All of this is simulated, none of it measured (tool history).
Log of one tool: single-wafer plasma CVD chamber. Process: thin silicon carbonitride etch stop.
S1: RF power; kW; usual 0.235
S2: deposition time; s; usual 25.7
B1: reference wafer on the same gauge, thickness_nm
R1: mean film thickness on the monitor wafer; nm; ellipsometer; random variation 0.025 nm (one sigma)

run	hour	S1	S2	B1	R1
1	0	0.235	29.8	19.189	19.274
# hour 11.1: gauge calibrated
2	30.1	0.235	25.7	19.033	16.486
3	57.5	0.235	25.7	19.078	16.561
4	90.9	0.235	25.7	19.126	16.554
5	121.9	0.235	25.7	19.145	16.594
6	137	0.235	25.7	19.164	16.619
# hour 152.3: thermocouple changed; heater temperature recalibrated
7	162.9	0.235	25.7	19.172	16.635
# hour 183.6: showerhead replaced
8	197	0.235	25.7	19.192	16.634
9	220.1	0.215	27.5	19.196	17.516
# hour 230.5: RF generator calibrated
10	281.8	0.2	21.6	19.204	13.576
# hour 298.3: gauge calibrated
11	315.5	0.235	25.7	19.029	16.486
12	343.8	0.205	23.1	19.076	14.475
13	371.3	0.2	25.7	19.098	16.075
14	404	0.19	21.4	19.129	13.263
15	430.6	0.265	30	19.133	19.943

Measured less the same run without the tool's hidden state. The same run-to-run variation is in both; the gauge's scatter may not be:
The hidden state here: wafer temperature above the value expected at the setpoint (K); delivered RF power above the setpoint (%); gauge reads high (%).
run	R1
1	+0.183
2	+0.036
3	+0.075
4	+0.109
5	+0.13
6	+0.139
7	+0.15
8	+0.16
9	+0.173
10	+0.141
11	+0.02
12	+0.054
13	+0.088
14	+0.092
15	+0.155
